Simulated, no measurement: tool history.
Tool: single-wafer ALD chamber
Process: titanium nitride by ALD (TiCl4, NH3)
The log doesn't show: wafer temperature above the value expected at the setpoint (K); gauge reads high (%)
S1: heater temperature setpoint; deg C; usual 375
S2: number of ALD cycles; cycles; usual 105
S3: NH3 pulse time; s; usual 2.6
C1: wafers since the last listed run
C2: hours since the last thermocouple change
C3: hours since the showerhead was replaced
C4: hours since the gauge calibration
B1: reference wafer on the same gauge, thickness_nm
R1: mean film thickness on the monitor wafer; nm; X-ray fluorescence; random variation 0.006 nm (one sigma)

run,hour,S1,S2,S3,C1,C2,C3,C4,B1,R1
1,0,375,105,2.6,0,618.8,3927.5,1030,2.418,2.381
2,61.9,386,105,2.6,119,680.7,3989.4,1091.9,2.42,2.405
3,102.8,386,105,2.6,78,721.6,4030.3,1132.8,2.42,2.412
4,166.4,386,105,2.6,122,785.2,4093.9,1196.4,2.42,2.399
5,217.6,375,105,2.6,98,836.4,4145.1,1247.6,2.42,2.381
# hour 268: thermocouple changed; heater temperature recalibrated
6,268.5,375,105,2.6,82,0.5,4196,1298.5,2.419,2.389
7,322.8,370,105,2.6,104,54.8,4250.3,1352.8,2.42,2.358
8,390.4,370,105,2.6,130,122.4,4317.9,1420.4,2.418,2.358
9,435,375,105,2.99,85,167,4362.5,1465,2.421,2.402
10,464.9,375,105,2.99,57,196.9,4392.4,1494.9,2.42,2.389
11,534.6,375,105,2.99,134,266.6,4462.1,1564.6,2.42,2.406
12,562.7,375,105,2.6,54,294.7,4490.2,1592.7,2.42,2.383
13,726.4,375,105,2.6,315,458.4,4653.9,1756.4,2.419,2.388
14,796.1,375,105,2.6,134,528.1,4723.6,1826.1,2.419,2.387
15,864.6,375,105,2.6,131,596.6,4792.1,1894.6,2.42,2.375
16,900.2,386,105,1.91,68,632.2,4827.7,1930.2,2.421,2.381
17,957.5,375,105,2.6,110,689.5,4885,1987.5,2.421,2.383
18,1005.1,379,105,3.03,91,737.1,4932.6,2035.1,2.42,2.417
19,1062.6,375,105,2.6,110,794.6,4990.1,2092.6,2.421,2.383
20,1093.9,388,114,2.21,60,825.9,5021.4,2123.9,2.419,2.605
21,1121.6,380,85,3.6,53,853.6,5049.1,2151.6,2.419,1.97
# hour 1132.8: showerhead replaced
# hour 1137.8: thermocouple changed; heater temperature recalibrated
22,1175.9,383,117,2.24,79,38.1,43.1,2205.9,2.42,2.658
23,1218,382,123,1.95,81,80.2,85.2,2248,2.422,2.781
24,1259.6,375,105,2.6,80,121.8,126.8,2289.6,2.42,2.38
25,1310.6,370,88,3.46,98,172.8,177.8,2340.6,2.421,2.009
26,1378.6,375,88,2.6,131,240.8,245.8,2408.6,2.42,1.996
27,1437.6,375,105,2.09,113,299.8,304.8,2467.6,2.419,2.37
28,1465.3,375,85,2.6,53,327.5,332.5,2495.3,2.421,1.936
29,1521.4,380,105,2.6,108,383.6,388.6,2551.4,2.42,2.388
# hour 1530.8: gauge calibrated
30,1568.2,375,105,2.6,90,430.4,435.4,37.4,2.42,2.391
31,1627.2,375,105,2.6,113,489.4,494.4,96.4,2.42,2.386
32,1677.1,375,123,3.1,96,539.3,544.3,146.3,2.419,2.818

Forecast run 33:
33,1721,365,117,3.11,84,583.2,588.2,190.2,?,?

B1: 2.42
R1: 2.639 nm
Without the tool's hidden state the same run would have given R1 2.639 nm.
